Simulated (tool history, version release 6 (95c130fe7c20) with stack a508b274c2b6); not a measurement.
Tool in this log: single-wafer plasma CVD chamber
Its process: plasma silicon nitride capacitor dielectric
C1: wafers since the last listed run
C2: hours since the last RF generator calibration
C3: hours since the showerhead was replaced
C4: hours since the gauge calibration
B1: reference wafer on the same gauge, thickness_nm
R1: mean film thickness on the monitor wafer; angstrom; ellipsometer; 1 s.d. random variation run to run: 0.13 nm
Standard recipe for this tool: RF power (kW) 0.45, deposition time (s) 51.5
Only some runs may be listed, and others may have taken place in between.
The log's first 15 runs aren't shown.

run 16 hour=384.7 | RF_power_(kW)=0.45 deposition_time_(s)=51.5 | C1=245 C2=24.8 C3=3367.2 C4=1031.6 | B1=65.157 | R1=709.6
-- hour=405.9 gauge calibrated
run 17 hour=417.8 | RF_power_(kW)=0.45 deposition_time_(s)=51.5 | C1=391 C2=57.9 C3=3400.3 C4=11.9 | B1=65.202 | R1=708.09
-- hour=437.6 showerhead replaced
run 18 hour=438.1 | RF_power_(kW)=0.45 deposition_time_(s)=51.5 | C1=145 C2=78.2 C3=0.5 C4=32.2 | B1=65.164 | R1=709.65
run 19 hour=449.3 | RF_power_(kW)=0.45 deposition_time_(s)=51.5 | C1=132 C2=89.4 C3=11.7 C4=43.4 | B1=65.156 | R1=707.26
run 20 hour=478.6 | RF_power_(kW)=0.42 deposition_time_(s)=46.6 | C1=346 C2=118.7 C3=41 C4=72.7 | B1=65.225 | R1=630.69
run 21 hour=497.8 | RF_power_(kW)=0.405 deposition_time_(s)=58.8 | C1=226 C2=137.9 C3=60.2 C4=91.9 | B1=65.206 | R1=787.26
run 22 hour=523.6 | RF_power_(kW)=0.45 deposition_time_(s)=57.3 | C1=304 C2=163.7 C3=86 C4=117.7 | B1=65.272 | R1=788.28
run 23 hour=556.7 | RF_power_(kW)=0.395 deposition_time_(s)=58.2 | C1=391 C2=196.8 C3=119.1 C4=150.8 | B1=65.133 | R1=770.42
run 24 hour=587.7 | RF_power_(kW)=0.45 deposition_time_(s)=47.6 | C1=366 C2=227.8 C3=150.1 C4=181.8 | B1=65.264 | R1=654.86
run 25 hour=631.2 | RF_power_(kW)=0.45 deposition_time_(s)=51.5 | C1=513 C2=271.3 C3=193.6 C4=225.3 | B1=65.236 | R1=709.3
run 26 hour=659.1 | RF_power_(kW)=0.45 deposition_time_(s)=51.5 | C1=329 C2=299.2 C3=221.5 C4=253.2 | B1=65.206 | R1=709.52
run 27 hour=674.8 | RF_power_(kW)=0.39 deposition_time_(s)=61.6 | C1=185 C2=314.9 C3=237.2 C4=268.9 | B1=65.231 | R1=810.98
run 28 hour=691.3 | RF_power_(kW)=0.425 deposition_time_(s)=58.8 | C1=194 C2=331.4 C3=253.7 C4=285.4 | B1=65.223 | R1=793.7
run 29 hour=708.3 | RF_power_(kW)=0.505 deposition_time_(s)=43.7 | C1=200 C2=348.4 C3=270.7 C4=302.4 | B1=65.2 | R1=621.81
run 30 hour=783.7 | RF_power_(kW)=0.54 deposition_time_(s)=42.5 | C1=890 C2=423.8 C3=346.1 C4=377.8 | B1=65.166 | R1=616.59
run 31 hour=800.2 | RF_power_(kW)=0.45 deposition_time_(s)=51.5 | C1=194 C2=440.3 C3=362.6 C4=394.3 | B1=65.234 | R1=708.19
run 32 hour=830.7 | RF_power_(kW)=0.45 deposition_time_(s)=51.5 | C1=360 C2=470.8 C3=393.1 C4=424.8 | B1=65.166 | R1=706.26
run 33 hour=844.9 | RF_power_(kW)=0.38 deposition_time_(s)=57.8 | C1=167 C2=485 C3=407.3 C4=439 | B1=65.206 | R1=757.79
run 34 hour=866.5 | RF_power_(kW)=0.53 deposition_time_(s)=47.7 | C1=255 C2=506.6 C3=428.9 C4=460.6 | B1=65.169 | R1=687.81
run 35 hour=886.4 | RF_power_(kW)=0.51 deposition_time_(s)=58.3 | C1=235 C2=526.5 C3=448.8 C4=480.5 | B1=65.203 | R1=833.78
run 36 hour=917.7 | RF_power_(kW)=0.365 deposition_time_(s)=48.8 | C1=369 C2=557.8 C3=480.1 C4=511.8 | B1=65.171 | R1=631.72
run 37 hour=942.1 | RF_power_(kW)=0.45 deposition_time_(s)=46.7 | C1=288 C2=582.2 C3=504.5 C4=536.2 | B1=65.198 | R1=642.11

Forecast each of these 3 alternatives for the next run:
run A hour=942.5 | RF_power_(kW)=0.45 deposition_time_(s)=51.5 | C1=4 C2=582.6 C3=504.9 C4=536.6 | B1=? | R1=?
run B hour=942.5 | RF_power_(kW)=0.45 deposition_time_(s)=46.3 | C1=4 C2=582.6 C3=504.9 C4=536.6 | B1=? | R1=?
run C hour=942.5 | RF_power_(kW)=0.535 deposition_time_(s)=51.5 | C1=4 C2=582.6 C3=504.9 C4=536.6 | B1=? | R1=?

run=A B1=65.215 R1=709.71
run=B B1=65.215 R1=638.05
run=C B1=65.215 R1=746.29
What these runs would have given with no unlogged condition in the tool:
run=A R1=711.02
run=B R1=639.23
run=C R1=747.67
